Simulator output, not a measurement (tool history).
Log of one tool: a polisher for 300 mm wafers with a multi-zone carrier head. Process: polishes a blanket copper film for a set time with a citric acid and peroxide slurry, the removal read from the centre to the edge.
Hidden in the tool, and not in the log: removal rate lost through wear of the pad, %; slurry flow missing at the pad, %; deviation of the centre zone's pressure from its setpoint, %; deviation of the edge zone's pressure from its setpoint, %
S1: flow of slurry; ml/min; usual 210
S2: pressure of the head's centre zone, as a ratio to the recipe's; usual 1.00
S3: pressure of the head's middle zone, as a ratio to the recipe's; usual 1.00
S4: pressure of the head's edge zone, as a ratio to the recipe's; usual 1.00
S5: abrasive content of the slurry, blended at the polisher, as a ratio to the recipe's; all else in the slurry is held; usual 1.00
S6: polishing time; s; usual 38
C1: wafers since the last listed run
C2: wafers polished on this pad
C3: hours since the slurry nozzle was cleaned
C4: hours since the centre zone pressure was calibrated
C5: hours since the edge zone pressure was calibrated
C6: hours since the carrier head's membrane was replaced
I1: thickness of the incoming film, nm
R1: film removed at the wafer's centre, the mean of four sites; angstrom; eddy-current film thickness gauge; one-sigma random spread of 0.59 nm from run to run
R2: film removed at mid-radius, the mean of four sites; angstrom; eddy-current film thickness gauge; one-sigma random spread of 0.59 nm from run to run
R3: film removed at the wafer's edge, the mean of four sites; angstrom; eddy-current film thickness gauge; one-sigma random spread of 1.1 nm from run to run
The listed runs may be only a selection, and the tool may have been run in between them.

Run 1, hour 0.0: usual settings but S5 1.20; C1 0; C2 410; C3 418.4; C4 1100.8; C5 1315.3; C6 807.7; I1 874.0. Result: R1 840 angstrom, R2 818 angstrom, R3 810 angstrom.
Run 2, hour 13.1: usual settings but S5 1.20; C1 235; C2 646; C3 431.5; C4 1113.9; C5 1328.4; C6 820.8; I1 858.6. Result: R1 840 angstrom, R2 819 angstrom, R3 804 angstrom.
Run 3, hour 19.9: usual settings but S5 1.20; C1 122; C2 768; C3 438.3; C4 1120.7; C5 1335.2; C6 827.6; I1 860.6. Result: R1 838 angstrom, R2 816 angstrom, R3 817 angstrom.
At hour 31.1: worn pad replaced by a new one.
Run 4, hour 31.6: usual settings but S3 0.97; C1 138; C2 9; C3 450.0; C4 1132.4; C5 1346.9; C6 839.3; I1 865.5. Result: R1 811 angstrom, R2 775 angstrom, R3 790 angstrom.
Run 5, hour 37.9: usual settings but S2 1.08; C1 113; C2 122; C3 456.3; C4 1138.7; C5 1353.2; C6 845.6; I1 864.3. Result: R1 880 angstrom, R2 786 angstrom, R3 804 angstrom.
Run 6, hour 47.9: usual settings but S2 1.08; C1 179; C2 302; C3 466.3; C4 1148.7; C5 1363.2; C6 855.6; I1 887.3. Result: R1 874 angstrom, R2 792 angstrom, R3 784 angstrom.
Run 7, hour 65.8: usual settings but S1 165 ml/min; C1 322; C2 624; C3 484.2; C4 1166.6; C5 1381.1; C6 873.5; I1 872.3. Result: R1 779 angstrom, R2 773 angstrom, R3 788 angstrom.
At hour 71.9: centre zone pressure recalibrated.
At hour 79.8: worn pad replaced by a new one.
Run 8, hour 80.3: usual settings but S1 165 ml/min; C1 152; C2 8; C3 498.7; C4 8.4; C5 1395.6; C6 888.0; I1 879.3. Result: R1 783 angstrom, R2 763 angstrom, R3 786 angstrom.
At hour 91.0: carrier head's membrane replaced by a new one.
Run 9, hour 94.4: usual settings but S1 165 ml/min; C1 163; C2 172; C3 512.8; C4 22.5; C5 1409.7; C6 3.4; I1 861.2. Result: R1 788 angstrom, R2 769 angstrom, R3 771 angstrom.
Run 10, hour 109.3: usual settings but S1 270 ml/min, S2 1.10, S4 0.90; C1 268; C2 440; C3 527.7; C4 37.4; C5 1424.6; C6 18.3; I1 857.1. Result: R1 927 angstrom, R2 820 angstrom, R3 744 angstrom.
Run 11, hour 116.3: usual settings but S1 190 ml/min, S6 27 s; C1 125; C2 566; C3 534.7; C4 44.4; C5 1431.6; C6 25.3; I1 864.8. Result: R1 579 angstrom, R2 564 angstrom, R3 558 angstrom.
At hour 127.2: slurry nozzle cleaned.
At hour 128.8: worn pad replaced by a new one.
Run 12, hour 129.3: usual settings but S4 1.10; C1 186; C2 9; C3 2.1; C4 57.4; C5 1444.6; C6 38.3; I1 869.0. Result: R1 813 angstrom, R2 786 angstrom, R3 821 angstrom.
Run 13, hour 133.2: usual settings but S1 165 ml/min, S6 47 s; C1 70; C2 79; C3 6.0; C4 61.3; C5 1448.5; C6 42.2; I1 871.1. Result: R1 957 angstrom, R2 947 angstrom, R3 965 angstrom.
Run 14, hour 147.0: usual settings but S3 1.06; C1 248; C2 327; C3 19.8; C4 75.1; C5 1462.3; C6 56.0; I1 865.9. Result: R1 815 angstrom, R2 842 angstrom, R3 795 angstrom.
Run 15, hour 157.2: usual settings but S2 0.93, S3 0.92, S4 0.94, S5 1.15; C1 183; C2 511; C3 30.0; C4 85.3; C5 1472.5; C6 66.2; I1 867.8. Result: R1 783 angstrom, R2 754 angstrom, R3 766 angstrom.
At hour 162.9: edge zone pressure recalibrated.
Run 16, hour 170.0: usual settings but S4 0.95; C1 194; C2 705; C3 42.8; C4 98.1; C5 7.1; C6 79.0; I1 857.8. Result: R1 810 angstrom, R2 790 angstrom, R3 765 angstrom.
At hour 178.1: worn pad replaced by a new one.
Run 17, hour 185.1: usual settings; C1 199; C2 125; C3 57.9; C4 113.2; C5 22.2; C6 94.1; I1 882.3. Result: R1 804 angstrom, R2 808 angstrom, R3 803 angstrom.
Run 18, hour 194.3: usual settings; C1 165; C2 291; C3 67.1; C4 122.4; C5 31.4; C6 103.3; I1 878.9. Result: R1 808 angstrom, R2 793 angstrom, R3 796 angstrom.
Run 19, hour 204.7: usual settings; C1 187; C2 478; C3 77.5; C4 132.8; C5 41.8; C6 113.7; I1 866.4. Result: R1 815 angstrom, R2 798 angstrom, R3 792 angstrom.
Run 20, hour 212.2: usual settings but S1 135 ml/min, S3 1.04, S4 0.89, S5 1.10; C1 134; C2 613; C3 85.0; C4 140.3; C5 49.3; C6 121.2; I1 866.3. Result: R1 768 angstrom, R2 774 angstrom, R3 739 angstrom.
At hour 228.0: worn pad replaced by a new one.
Run 21, hour 229.9: usual settings but S5 0.90; C1 246; C2 34; C3 102.7; C4 158.0; C5 67.0; C6 138.9; I1 861.8. Result: R1 798 angstrom, R2 776 angstrom, R3 755 angstrom.

Below are 5 alternative next runs, each starting from the tool's condition after run 21. Predict each:
Run A, hour 230.3: usual settings but S5 0.80; C1 7; C2 41; C3 103.1; C4 158.4; C5 67.4; C6 139.3; I1 859.4. Result: R1 ?, R2 ?, R3 ?.
Run B, hour 230.3: usual settings but S2 1.05, S5 1.10; C1 7; C2 41; C3 103.1; C4 158.4; C5 67.4; C6 139.3; I1 859.4. Result: R1 ?, R2 ?, R3 ?.
Run C, hour 230.3: usual settings but S1 150 ml/min, S3 1.07, S4 0.94; C1 7; C2 41; C3 103.1; C4 158.4; C5 67.4; C6 139.3; I1 859.4. Result: R1 ?, R2 ?, R3 ?.
Run D, hour 230.3: usual settings but S3 1.11, S4 1.08, S5 0.70; C1 7; C2 41; C3 103.1; C4 158.4; C5 67.4; C6 139.3; I1 859.4. Result: R1 ?, R2 ?, R3 ?.
Run E, hour 230.3: usual settings but S1 260 ml/min, S3 1.04; C1 7; C2 41; C3 103.1; C4 158.4; C5 67.4; C6 139.3; I1 859.4. Result: R1 ?, R2 ?, R3 ?.

run   R1   R2   R3
  A  782  767  752
  B  869  811  795
  C  769  803  731
  D  765  820  763
  E  836  845  796
Without the tool's unlogged condition, the same runs would have read:
run   R1   R2   R3
  A  782  767  752
  B  869  811  795
  C  769  803  731
  D  765  820  763
  E  836  845  796
